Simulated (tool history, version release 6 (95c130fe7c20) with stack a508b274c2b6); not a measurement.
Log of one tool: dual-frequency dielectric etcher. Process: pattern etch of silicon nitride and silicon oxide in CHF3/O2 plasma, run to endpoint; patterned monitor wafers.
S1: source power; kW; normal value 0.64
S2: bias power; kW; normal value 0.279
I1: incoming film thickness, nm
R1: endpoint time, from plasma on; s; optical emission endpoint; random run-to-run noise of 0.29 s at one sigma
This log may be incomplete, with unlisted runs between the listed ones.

| run | hour | S1 | S2 | I1 | R1 |
|---|---|---|---|---|---|
| 1 | 0 | 0.64 | 0.318 | 162.3 | 92.7 |
| 2 | 24.3 | 0.64 | 0.241 | 164.3 | 101.3 |
| 3 | 57.9 | 0.64 | 0.241 | 162.4 | 100 |
| 4 | 86.2 | 0.64 | 0.241 | 163.4 | 100.8 |
| 5 | 101.2 | 0.64 | 0.279 | 165.1 | 98 |
| 6 | 131.5 | 0.64 | 0.279 | 165.2 | 99 |
|  | 160.3 | source power generator calibrated |
|  | 169.2 | wet clean of the chamber |
| 7 | 169.7 | 0.64 | 0.279 | 161.1 | 93.5 |
| 8 | 177.7 | 0.64 | 0.279 | 163 | 94.4 |
|  | 183.3 | bias power generator calibrated |
| 9 | 192.8 | 0.76 | 0.279 | 162.6 | 91.4 |
| 10 | 210.7 | 0.76 | 0.279 | 164.4 | 92.8 |
| 11 | 246.3 | 0.57 | 0.279 | 161.8 | 96.6 |
| 12 | 273.4 | 0.57 | 0.279 | 163.9 | 98 |
| 13 | 292 | 0.57 | 0.279 | 161.8 | 97 |
| 14 | 311.1 | 0.77 | 0.242 | 164.1 | 96 |
| 15 | 343.7 | 0.78 | 0.216 | 163.3 | 98.5 |
| 16 | 363.3 | 0.69 | 0.22 | 164.5 | 101 |
|  | 406.4 | upper electrode replaced |
| 17 | 406.9 | 0.64 | 0.279 | 162.4 | 96 |
| 18 | 407.2 | 0.79 | 0.223 | 163.8 | 98.2 |
| 19 | 434.2 | 0.64 | 0.309 | 162.4 | 93.4 |
| 20 | 464.3 | 0.48 | 0.246 | 162.4 | 104.7 |
| 21 | 479.5 | 0.64 | 0.279 | 163.5 | 97.5 |
|  | 526.3 | wet clean of the chamber |
| 22 | 526.8 | 0.53 | 0.279 | 161.9 | 97.7 |
| 23 | 527.3 | 0.52 | 0.304 | 163.3 | 96.7 |
| 24 | 557 | 0.8 | 0.242 | 162.2 | 94.8 |
| 25 | 584.8 | 0.64 | 0.279 | 163.1 | 95.7 |
| 26 | 609.7 | 0.72 | 0.279 | 162.8 | 93.4 |
| 27 | 636.4 | 0.48 | 0.239 | 163.9 | 105.6 |
| 28 | 651.3 | 0.64 | 0.279 | 161.9 | 95.7 |
| 29 | 679.9 | 0.49 | 0.279 | 161.9 | 100.8 |
| 30 | 696.4 | 0.77 | 0.256 | 161.6 | 94.5 |
| 31 | 715.1 | 0.71 | 0.279 | 162.8 | 94.3 |
| 32 | 756.6 | 0.71 | 0.218 | 163.2 | 100.9 |
| 33 | 779.6 | 0.69 | 0.249 | 165.3 | 99.3 |
| 34 | 809.6 | 0.76 | 0.299 | 162.1 | 92.5 |
| 35 | 836.3 | 0.71 | 0.239 | 162.9 | 99.1 |
| 36 | 868.1 | 0.53 | 0.279 | 164.3 | 101.6 |

Hidden state or all else? Some run-to-run changes of R1, split into what the settings, what came in and random variation would give without the hidden state, and what is left for the hidden state (with any gauge scatter that isn't in both results):
Hidden state at play: etch rate over this chamber's usual, %; source power that arrives over what is set, %; bias power that arrives over what is set, %.
Run 6 -> 7: source power generator calibrated, wet clean of the chamber. R1 -5.5 s: hidden state -2.9, all else -2.6.
Run 19 -> 20: S1 0.64 -> 0.48, S2 0.309 -> 0.246. R1 +11.3 s: hidden state +0.5, all else +10.8.
Run 21 -> 22: S1 0.64 -> 0.53, wet clean of the chamber. R1 +0.2 s: hidden state -1.5, all else +1.7.
Run 26 -> 27: S1 0.72 -> 0.48, S2 0.279 -> 0.239. R1 +12.2 s: hidden state +0.3, all else +11.9.
Run 27 -> 28: S1 0.48 -> 0.64, S2 0.239 -> 0.279. R1 -9.9 s: hidden state +0.1, all else -10.

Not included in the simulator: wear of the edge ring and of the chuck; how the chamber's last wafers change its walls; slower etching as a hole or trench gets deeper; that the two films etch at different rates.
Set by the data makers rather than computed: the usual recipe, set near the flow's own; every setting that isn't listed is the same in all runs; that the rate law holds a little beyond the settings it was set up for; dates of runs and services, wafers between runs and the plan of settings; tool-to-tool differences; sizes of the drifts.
